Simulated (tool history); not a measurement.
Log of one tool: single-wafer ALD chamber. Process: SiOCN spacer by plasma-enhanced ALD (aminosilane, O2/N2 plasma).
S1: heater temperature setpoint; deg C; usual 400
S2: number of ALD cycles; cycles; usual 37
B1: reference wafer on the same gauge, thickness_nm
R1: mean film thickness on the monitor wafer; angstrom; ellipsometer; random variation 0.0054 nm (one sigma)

run 1 day=0 | S1=400 S2=34 | B1=1.879 | R1=19.89
run 2 day=0.638 | S1=400 S2=34 | B1=1.88 | R1=19.93
run 3 day=1.088 | S1=400 S2=42 | B1=1.88 | R1=24.65
run 4 day=1.554 | S1=410 S2=37 | B1=1.88 | R1=20.9
-- day=2.404 gauge calibrated
run 5 day=3.225 | S1=400 S2=37 | B1=1.881 | R1=21.62
run 6 day=3.788 | S1=400 S2=37 | B1=1.88 | R1=21.63
run 7 day=4.162 | S1=400 S2=37 | B1=1.88 | R1=21.65
run 8 day=4.871 | S1=400 S2=37 | B1=1.879 | R1=21.67
run 9 day=5.204 | S1=400 S2=37 | B1=1.879 | R1=21.69
run 10 day=5.708 | S1=400 S2=37 | B1=1.88 | R1=21.74
run 11 day=6.017 | S1=400 S2=37 | B1=1.878 | R1=21.72
run 12 day=6.333 | S1=400 S2=33 | B1=1.879 | R1=19.34
run 13 day=6.829 | S1=400 S2=37 | B1=1.879 | R1=21.7
run 14 day=7.125 | S1=400 S2=37 | B1=1.88 | R1=21.66
run 15 day=7.396 | S1=394 S2=34 | B1=1.881 | R1=19.92
run 16 day=7.858 | S1=409 S2=31 | B1=1.879 | R1=17.67
run 17 day=8.262 | S1=408 S2=30 | B1=1.881 | R1=17.06
-- day=8.821 thermocouple changed; heater temperature recalibrated
run 18 day=8.888 | S1=396 S2=37 | B1=1.88 | R1=21.7
run 19 day=9.683 | S1=394 S2=37 | B1=1.88 | R1=21.66
run 20 day=9.983 | S1=400 S2=40 | B1=1.881 | R1=23.55
run 21 day=10.383 | S1=400 S2=37 | B1=1.881 | R1=21.68
-- day=10.471 gauge calibrated
run 22 day=10.696 | S1=386 S2=35 | B1=1.881 | R1=20.53
run 23 day=11.062 | S1=400 S2=37 | B1=1.881 | R1=21.74
run 24 day=11.467 | S1=400 S2=37 | B1=1.88 | R1=21.63
run 25 day=11.883 | S1=411 S2=37 | B1=1.88 | R1=20.87
run 26 day=12.171 | S1=400 S2=37 | B1=1.879 | R1=21.8
run 27 day=12.921 | S1=400 S2=37 | B1=1.881 | R1=21.73
run 28 day=13.4 | S1=406 S2=30 | B1=1.879 | R1=17.2

5 ways to go on from here, each from the tool as it stands after run 28. What would each give?
run A day=13.421 | S1=392 S2=37 | B1=? | R1=?
run B day=13.421 | S1=408 S2=44 | B1=? | R1=?
run C day=13.421 | S1=396 S2=34 | B1=? | R1=?
run D day=13.421 | S1=415 S2=31 | B1=? | R1=?
run E day=13.421 | S1=413 S2=35 | B1=? | R1=?

run=A B1=1.881 R1=21.68
run=B B1=1.881 R1=25.08
run=C B1=1.881 R1=19.93
run=D B1=1.881 R1=17.24
run=E B1=1.881 R1=19.6
Without the tool's hidden state the same runs would have given:
run=A R1=21.68
run=B R1=25.08
run=C R1=19.93
run=D R1=17.24
run=E R1=19.6

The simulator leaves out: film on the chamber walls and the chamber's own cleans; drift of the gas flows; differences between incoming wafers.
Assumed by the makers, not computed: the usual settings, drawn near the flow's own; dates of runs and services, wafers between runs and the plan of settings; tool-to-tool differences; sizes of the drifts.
